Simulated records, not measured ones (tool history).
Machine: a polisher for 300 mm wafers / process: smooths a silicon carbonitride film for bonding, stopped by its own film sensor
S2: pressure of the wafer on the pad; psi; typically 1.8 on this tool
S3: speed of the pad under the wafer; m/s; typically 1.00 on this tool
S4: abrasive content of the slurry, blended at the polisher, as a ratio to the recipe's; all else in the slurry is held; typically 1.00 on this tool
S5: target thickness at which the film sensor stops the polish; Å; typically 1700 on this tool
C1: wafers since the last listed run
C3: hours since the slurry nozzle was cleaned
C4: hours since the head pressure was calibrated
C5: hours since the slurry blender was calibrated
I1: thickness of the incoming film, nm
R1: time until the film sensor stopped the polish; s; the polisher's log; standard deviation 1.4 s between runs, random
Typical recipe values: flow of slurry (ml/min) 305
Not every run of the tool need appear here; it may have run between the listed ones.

{"run": 1, "hour": 0.0, "flow of slurry (ml/min)": 305, "S2": 1.8, "S3": 1.28, "S4": 1.0, "S5": 1700, "C1": 0, "wafers polished on this pad": 1153, "C3": 129.6, "C4": 102.1, "C5": 300.8, "I1": 188.8, "R1": 60.8}
{"hour": 29.9, "done": "slurry blender recalibrated"}
{"run": 2, "hour": 99.6, "flow of slurry (ml/min)": 305, "S2": 1.8, "S3": 1.28, "S4": 1.0, "S5": 1700, "C1": 752, "wafers polished on this pad": 1905, "C3": 229.2, "C4": 201.7, "C5": 69.7, "I1": 191.5, "R1": 69.0}
{"hour": 153.3, "done": "worn pad replaced by a new one"}
{"run": 3, "hour": 153.9, "flow of slurry (ml/min)": 305, "S2": 1.8, "S3": 1.0, "S4": 1.0, "S5": 1700, "C1": 387, "wafers polished on this pad": 4, "C3": 283.5, "C4": 256.0, "C5": 124.0, "I1": 190.5, "R1": 83.7}
{"run": 4, "hour": 198.0, "flow of slurry (ml/min)": 305, "S2": 1.8, "S3": 1.0, "S4": 1.0, "S5": 1700, "C1": 340, "wafers polished on this pad": 344, "C3": 327.6, "C4": 300.1, "C5": 168.1, "I1": 191.2, "R1": 86.0}
{"hour": 293.1, "done": "slurry nozzle cleaned"}
{"run": 5, "hour": 301.4, "flow of slurry (ml/min)": 305, "S2": 1.8, "S3": 1.0, "S4": 1.0, "S5": 1680, "C1": 789, "wafers polished on this pad": 1134, "C3": 8.3, "C4": 403.5, "C5": 271.5, "I1": 186.9, "R1": 77.5}
{"hour": 321.1, "done": "slurry blender recalibrated"}
{"run": 6, "hour": 348.1, "flow of slurry (ml/min)": 305, "S2": 1.8, "S3": 1.0, "S4": 1.0, "S5": 1680, "C1": 344, "wafers polished on this pad": 1479, "C3": 55.0, "C4": 450.2, "C5": 27.0, "I1": 190.1, "R1": 89.7}
{"hour": 407.6, "done": "worn pad replaced by a new one"}
{"run": 7, "hour": 408.1, "flow of slurry (ml/min)": 305, "S2": 1.8, "S3": 1.0, "S4": 1.0, "S5": 1680, "C1": 431, "wafers polished on this pad": 4, "C3": 115.0, "C4": 510.2, "C5": 87.0, "I1": 187.7, "R1": 80.1}
{"run": 8, "hour": 479.5, "flow of slurry (ml/min)": 305, "S2": 1.8, "S3": 1.0, "S4": 1.0, "S5": 1700, "C1": 550, "wafers polished on this pad": 554, "C3": 186.4, "C4": 581.6, "C5": 158.4, "I1": 191.4, "R1": 91.9}
{"run": 9, "hour": 570.1, "flow of slurry (ml/min)": 305, "S2": 1.8, "S3": 1.0, "S4": 1.0, "S5": 1750, "C1": 698, "wafers polished on this pad": 1253, "C3": 277.0, "C4": 672.2, "C5": 249.0, "I1": 189.4, "R1": 63.5}
{"hour": 589.3, "done": "slurry blender recalibrated"}
{"run": 10, "hour": 608.7, "flow of slurry (ml/min)": 305, "S2": 1.8, "S3": 1.0, "S4": 1.0, "S5": 1700, "C1": 282, "wafers polished on this pad": 1535, "C3": 315.6, "C4": 710.8, "C5": 19.4, "I1": 186.5, "R1": 71.6}
{"run": 11, "hour": 661.0, "flow of slurry (ml/min)": 305, "S2": 1.8, "S3": 1.0, "S4": 1.0, "S5": 1700, "C1": 403, "wafers polished on this pad": 1938, "C3": 367.9, "C4": 763.1, "C5": 71.7, "I1": 190.9, "R1": 88.6}
{"hour": 724.2, "done": "worn pad replaced by a new one"}
{"run": 12, "hour": 724.7, "flow of slurry (ml/min)": 305, "S2": 1.2, "S3": 0.8, "S4": 1.0, "S5": 1700, "C1": 460, "wafers polished on this pad": 4, "C3": 431.6, "C4": 826.8, "C5": 135.4, "I1": 188.6, "R1": 147.7}
{"hour": 770.6, "done": "slurry nozzle cleaned"}
{"run": 13, "hour": 784.0, "flow of slurry (ml/min)": 210, "S2": 1.8, "S3": 1.0, "S4": 1.15, "S5": 1700, "C1": 449, "wafers polished on this pad": 453, "C3": 13.4, "C4": 886.1, "C5": 194.7, "I1": 189.5, "R1": 81.5}
{"run": 14, "hour": 836.9, "flow of slurry (ml/min)": 305, "S2": 1.8, "S3": 1.0, "S4": 1.0, "S5": 1700, "C1": 407, "wafers polished on this pad": 861, "C3": 66.3, "C4": 939.0, "C5": 247.6, "I1": 191.5, "R1": 98.2}
{"hour": 865.3, "done": "head pressure recalibrated"}
{"hour": 892.9, "done": "slurry blender recalibrated"}
{"run": 15, "hour": 893.4, "flow of slurry (ml/min)": 305, "S2": 1.8, "S3": 1.0, "S4": 1.0, "S5": 1700, "C1": 404, "wafers polished on this pad": 1266, "C3": 122.8, "C4": 28.1, "C5": 0.5, "I1": 186.9, "R1": 66.3}
{"run": 16, "hour": 937.3, "flow of slurry (ml/min)": 305, "S2": 1.8, "S3": 1.0, "S4": 1.0, "S5": 1700, "C1": 338, "wafers polished on this pad": 1604, "C3": 166.7, "C4": 72.0, "C5": 44.4, "I1": 191.0, "R1": 81.8}
{"hour": 1031.5, "done": "worn pad replaced by a new one"}
{"run": 17, "hour": 1040.5, "flow of slurry (ml/min)": 305, "S2": 1.8, "S3": 1.0, "S4": 1.0, "S5": 1640, "C1": 764, "wafers polished on this pad": 69, "C3": 269.9, "C4": 175.2, "C5": 147.6, "I1": 191.7, "R1": 104.0}
{"run": 18, "hour": 1117.1, "flow of slurry (ml/min)": 265, "S2": 1.8, "S3": 1.26, "S4": 1.0, "S5": 1700, "C1": 590, "wafers polished on this pad": 659, "C3": 346.5, "C4": 251.8, "C5": 224.2, "I1": 187.6, "R1": 57.7}
{"run": 19, "hour": 1157.6, "flow of slurry (ml/min)": 305, "S2": 1.8, "S3": 1.0, "S4": 0.75, "S5": 1700, "C1": 312, "wafers polished on this pad": 972, "C3": 387.0, "C4": 292.3, "C5": 264.7, "I1": 189.7, "R1": 99.9}
{"hour": 1170.3, "done": "slurry blender recalibrated"}
{"hour": 1194.2, "done": "slurry nozzle cleaned"}
{"run": 20, "hour": 1241.1, "flow of slurry (ml/min)": 410, "S2": 2.2, "S3": 1.0, "S4": 0.85, "S5": 1770, "C1": 620, "wafers polished on this pad": 1592, "C3": 46.9, "C4": 375.8, "C5": 70.8, "I1": 189.5, "R1": 46.8}
{"run": 21, "hour": 1294.6, "flow of slurry (ml/min)": 305, "S2": 1.8, "S3": 0.84, "S4": 0.7, "S5": 1700, "C1": 412, "wafers polished on this pad": 2005, "C3": 100.4, "C4": 429.3, "C5": 124.3, "I1": 193.4, "R1": 151.0}
{"hour": 1316.9, "done": "worn pad replaced by a new one"}
{"run": 22, "hour": 1388.1, "flow of slurry (ml/min)": 380, "S2": 2.3, "S3": 1.0, "S4": 1.15, "S5": 1660, "C1": 690, "wafers polished on this pad": 548, "C3": 193.9, "C4": 522.8, "C5": 217.8, "I1": 190.2, "R1": 70.4}
{"hour": 1431.1, "done": "slurry blender recalibrated"}
{"run": 23, "hour": 1441.4, "flow of slurry (ml/min)": 305, "S2": 1.4, "S3": 1.0, "S4": 1.0, "S5": 1760, "C1": 395, "wafers polished on this pad": 944, "C3": 247.2, "C4": 576.1, "C5": 10.3, "I1": 188.1, "R1": 64.7}

Some steps in R1, run to run, broken into two amounts with sign: the step expected even without the hidden condition (settings, incoming material, random variation), and the rest, left for the hidden condition together with whatever gauge scatter is not in both the measured and the hidden-condition-free result:
What the log doesn't record here: removal rate lost through wear of the pad, %; slurry flow missing at the pad, %; deviation of the head's pressure from its setpoint, %; abrasive missing from the slurry, %.
Run 11 -> 12: S2 1.8 -> 1.2, S3 1.00 -> 0.80, worn pad replaced by a new one. R1 +59.1 s: hidden state +7.1, all else +52.0.
Run 14 -> 15: head pressure recalibrated, slurry blender recalibrated. R1 -31.9 s: hidden state -12.0, all else -19.9.
Run 20 -> 21: flow of slurry (ml/min) 410 -> 305, S2 2.2 -> 1.8, S3 1.00 -> 0.84, S4 0.85 -> 0.70, S5 1770 -> 1700. R1 +104.2 s: hidden state +5.8, all else +98.4.
Run 21 -> 22: flow of slurry (ml/min) 305 -> 380, S2 1.8 -> 2.3, S3 0.84 -> 1.00, S4 0.70 -> 1.15, S5 1700 -> 1660, worn pad replaced by a new one. R1 -80.6 s: hidden state -3.3, all else -77.3.

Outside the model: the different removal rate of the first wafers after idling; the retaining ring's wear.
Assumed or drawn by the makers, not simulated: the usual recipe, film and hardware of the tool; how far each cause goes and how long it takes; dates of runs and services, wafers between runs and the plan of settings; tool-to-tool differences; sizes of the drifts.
